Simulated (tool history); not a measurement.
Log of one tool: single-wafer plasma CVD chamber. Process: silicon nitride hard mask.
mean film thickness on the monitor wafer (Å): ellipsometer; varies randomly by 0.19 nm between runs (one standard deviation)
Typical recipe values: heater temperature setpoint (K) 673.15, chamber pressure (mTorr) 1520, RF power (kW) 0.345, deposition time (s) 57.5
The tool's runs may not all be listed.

run     day  heater temperature setpoint (K)  chamber pressure (mTorr)  RF power (kW)  deposition time (s)  read-back reference wafer on the same gauge, thickness_nm  mean film thickness on the monitor wafer (Å)
  1   0.000                           673.15                      1520          0.300                 57.5                                                     62.340                                        622.11
  2   4.321                           673.15                      1520          0.345                 57.5                                                     62.293                                        691.90
  3   7.329                           673.15                      1520          0.345                 57.5                                                     62.317                                        692.22
  4  10.525                           673.15                      1520          0.345                 57.5                                                     62.366                                        691.07
  5  14.542                           673.15                      1520          0.345                 57.5                                                     62.363                                        691.93
  6  16.958                           673.15                      1520          0.345                 57.5                                                     62.271                                        692.89
  7  21.388                           673.15                      1520          0.345                 57.5                                                     62.340                                        698.08
  8  22.925                           673.15                      1830          0.345                 57.5                                                     62.303                                        737.95
  9  26.829                           668.15                      1520          0.345                 57.5                                                     62.282                                        701.25
     27.883  -- thermocouple changed; heater temperature recalibrated
 10  30.712                           673.15                      1520          0.295                 57.5                                                     62.241                                        612.75
 11  32.633                           673.15                      1520          0.345                 57.5                                                     62.347                                        699.06
 12  35.788                           673.15                      1520          0.345                 57.5                                                     62.314                                        697.92
     42.071  -- capacitance manometer re-zeroed and calibrated
     44.496  -- RF generator calibrated
 13  45.667                           662.15                      1520          0.345                 64.8                                                     62.327                                        785.37
 14  49.000                           673.15                      1870          0.410                 51.8                                                     62.306                                        753.98
 15  51.367                           673.15                      1520          0.345                 60.9                                                     62.303                                        733.20
     55.500  -- gauge calibrated
 16  58.067                           673.15                      1770          0.405                 67.6                                                     62.288                                        962.00
 17  61.438                           673.15                      1520          0.345                 57.5                                                     62.290                                        691.46
 18  65.275                           662.15                      1520          0.345                 64.8                                                     62.333                                        787.15
 19  68.104                           673.15                      1520          0.345                 57.5                                                     62.326                                        695.18
 20  71.333                           673.15                      1820          0.370                 50.2                                                     62.274                                        676.02
 21  75.192                           673.15                      1520          0.345                 57.5                                                     62.321                                        696.09
 22  77.033                           673.15                      1300          0.400                 49.9                                                     62.279                                        636.34
 23  80.908                           673.15                      1520          0.345                 62.2                                                     62.240                                        750.77
 24  83.608                           673.15                      1520          0.345                 64.5                                                     62.342                                        783.55
 25  87.767                           681.15                      1690          0.280                 63.0                                                     62.321                                        657.31
 26  89.546                           658.15                      1690          0.345                 57.5                                                     62.309                                        723.78
 27  92.138                           661.15                      1520          0.295                 57.5                                                     62.284                                        615.85
 28  96.029                           678.15                      1400          0.345                 57.5                                                     62.287                                        677.43

Here are 5 independent what-if runs from the current tool condition. What would each one return?
  A  96.046                           673.15                      1520          0.285                 57.5                                                          ?                                             ?
  B  96.046                           658.15                      1720          0.385                 46.6                                                          ?                                             ?
  C  96.046                           682.15                      1520          0.400                 49.2                                                          ?                                             ?
  D  96.046                           673.15                      1520          0.405                 57.5                                                          ?                                             ?
  E  96.046                           673.15                      1400          0.345                 68.6                                                          ?                                             ?

run  read-back reference wafer on the same gauge, thickness_nm  mean film thickness on the monitor wafer (Å)
  A                                                     62.277                                        595.39
  B                                                     62.277                                        641.91
  C                                                     62.277                                        664.03
  D                                                     62.277                                        785.22
  E                                                     62.277                                        810.47
Stripped of hidden state, with their random variation kept, the same runs would have yielded:
run  mean film thickness on the monitor wafer (Å)
  A                                        588.82
  B                                        635.11
  C                                        656.71
  D                                        776.56
  E                                        801.29
